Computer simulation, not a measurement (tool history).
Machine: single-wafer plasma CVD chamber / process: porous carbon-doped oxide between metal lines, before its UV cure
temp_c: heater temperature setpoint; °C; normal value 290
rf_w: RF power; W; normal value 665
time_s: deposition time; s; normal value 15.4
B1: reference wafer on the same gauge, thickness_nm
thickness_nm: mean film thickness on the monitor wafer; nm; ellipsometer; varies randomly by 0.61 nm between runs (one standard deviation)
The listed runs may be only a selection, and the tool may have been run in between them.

run 1 hour=0 | temp_c=290 rf_w=665 time_s=15.4 | B1=133.612 | thickness_nm=114.191
run 2 hour=14 | temp_c=290 rf_w=665 time_s=15.4 | B1=133.901 | thickness_nm=113.707
run 3 hour=37 | temp_c=290 rf_w=665 time_s=15.4 | B1=134.194 | thickness_nm=114.79
run 4 hour=55.7 | temp_c=290 rf_w=565 time_s=15.4 | B1=133.951 | thickness_nm=99.004
run 5 hour=68.3 | temp_c=290 rf_w=565 time_s=15.4 | B1=133.906 | thickness_nm=99.169
run 6 hour=104.1 | temp_c=290 rf_w=665 time_s=15.4 | B1=133.801 | thickness_nm=114.567
-- hour=164.6 gauge calibrated
run 7 hour=206.8 | temp_c=290 rf_w=665 time_s=15.4 | B1=134.163 | thickness_nm=112.694
run 8 hour=232.4 | temp_c=290 rf_w=665 time_s=15.4 | B1=133.773 | thickness_nm=111.78
run 9 hour=258.3 | temp_c=290 rf_w=595 time_s=15.4 | B1=134.274 | thickness_nm=102.804
-- hour=282.7 thermocouple changed; heater temperature recalibrated
run 10 hour=286 | temp_c=290 rf_w=595 time_s=15.4 | B1=134.157 | thickness_nm=102.93
run 11 hour=310 | temp_c=290 rf_w=595 time_s=15.4 | B1=133.976 | thickness_nm=101.625
run 12 hour=377.9 | temp_c=290 rf_w=665 time_s=16.6 | B1=134.073 | thickness_nm=119.803
run 13 hour=407.1 | temp_c=290 rf_w=665 time_s=16.6 | B1=134.029 | thickness_nm=119.951
-- hour=436.7 RF generator calibrated
run 14 hour=439.5 | temp_c=290 rf_w=665 time_s=16.6 | B1=134.06 | thickness_nm=114.32
run 15 hour=460 | temp_c=290 rf_w=665 time_s=15.4 | B1=133.864 | thickness_nm=106.716
run 16 hour=480.5 | temp_c=290 rf_w=665 time_s=15.4 | B1=134.231 | thickness_nm=106.28
-- hour=536.1 showerhead replaced
run 17 hour=550.1 | temp_c=284 rf_w=665 time_s=14.4 | B1=134.274 | thickness_nm=103.726
run 18 hour=563.2 | temp_c=290 rf_w=665 time_s=15.4 | B1=133.819 | thickness_nm=106.562
-- hour=580.5 RF generator calibrated, repeated, since the last time left the tool worse
run 19 hour=581 | temp_c=277 rf_w=620 time_s=17.3 | B1=133.892 | thickness_nm=132.644
run 20 hour=609.4 | temp_c=303 rf_w=555 time_s=15.4 | B1=133.975 | thickness_nm=93.575
run 21 hour=631.1 | temp_c=302 rf_w=665 time_s=14.2 | B1=133.792 | thickness_nm=100.613
run 22 hour=648.8 | temp_c=286 rf_w=665 time_s=13.7 | B1=134.152 | thickness_nm=105.63
run 23 hour=663.3 | temp_c=279 rf_w=740 time_s=15.4 | B1=133.878 | thickness_nm=134.901
-- hour=666.9 gauge calibrated
run 24 hour=683.7 | temp_c=290 rf_w=665 time_s=15.4 | B1=134.015 | thickness_nm=116.589
run 25 hour=709.2 | temp_c=284 rf_w=710 time_s=13.8 | B1=133.753 | thickness_nm=114.514
run 26 hour=758.5 | temp_c=290 rf_w=665 time_s=15.4 | B1=133.894 | thickness_nm=115.663
run 27 hour=781.7 | temp_c=290 rf_w=665 time_s=14.3 | B1=133.881 | thickness_nm=107.661
run 28 hour=797.1 | temp_c=290 rf_w=665 time_s=12.7 | B1=133.969 | thickness_nm=97.152
run 29 hour=832.8 | temp_c=290 rf_w=735 time_s=14 | B1=134.016 | thickness_nm=114.945
run 30 hour=850 | temp_c=290 rf_w=665 time_s=13.7 | B1=133.875 | thickness_nm=103.371
run 31 hour=873.1 | temp_c=290 rf_w=760 time_s=15.4 | B1=133.771 | thickness_nm=128.794
run 32 hour=895.3 | temp_c=290 rf_w=625 time_s=13.5 | B1=134.055 | thickness_nm=97.635

How would selected steps in thickness_nm from run to run divide? Give the signed amount a tool lacking its hidden state would still show from settings, what came in and random variation, and the signed amount left for the hidden state, including any gauge scatter that is not in both of the compared results.
Unlogged tool condition in this case: wafer temperature above the value expected at the setpoint (K); delivered RF power above the setpoint (%); gauge reads high (%).
Run 11 -> 12: rf_w 595 -> 665, time_s 15.4 -> 16.6. thickness_nm +18.178 nm: hidden state -1.141, all else +19.319.
Run 13 -> 14: RF generator calibrated. thickness_nm -5.631 nm: hidden state -5.688, all else +0.057.
Run 18 -> 19: temp_c 290 -> 277, rf_w 665 -> 620, time_s 15.4 -> 17.3, RF generator calibrated, repeated, since the last time left the tool worse. thickness_nm +26.082 nm: hidden state +9.827, all else +16.255.
Run 19 -> 20: temp_c 277 -> 303, rf_w 620 -> 555, time_s 17.3 -> 15.4. thickness_nm -39.069 nm: hidden state +0.103, all else -39.172.
Run 22 -> 23: temp_c 286 -> 279, rf_w 665 -> 740, time_s 13.7 -> 15.4. thickness_nm +29.271 nm: hidden state -0.09, all else +29.361.
Run 31 -> 32: rf_w 760 -> 625, time_s 15.4 -> 13.5. thickness_nm -31.159 nm: hidden state +0.107, all else -31.266.
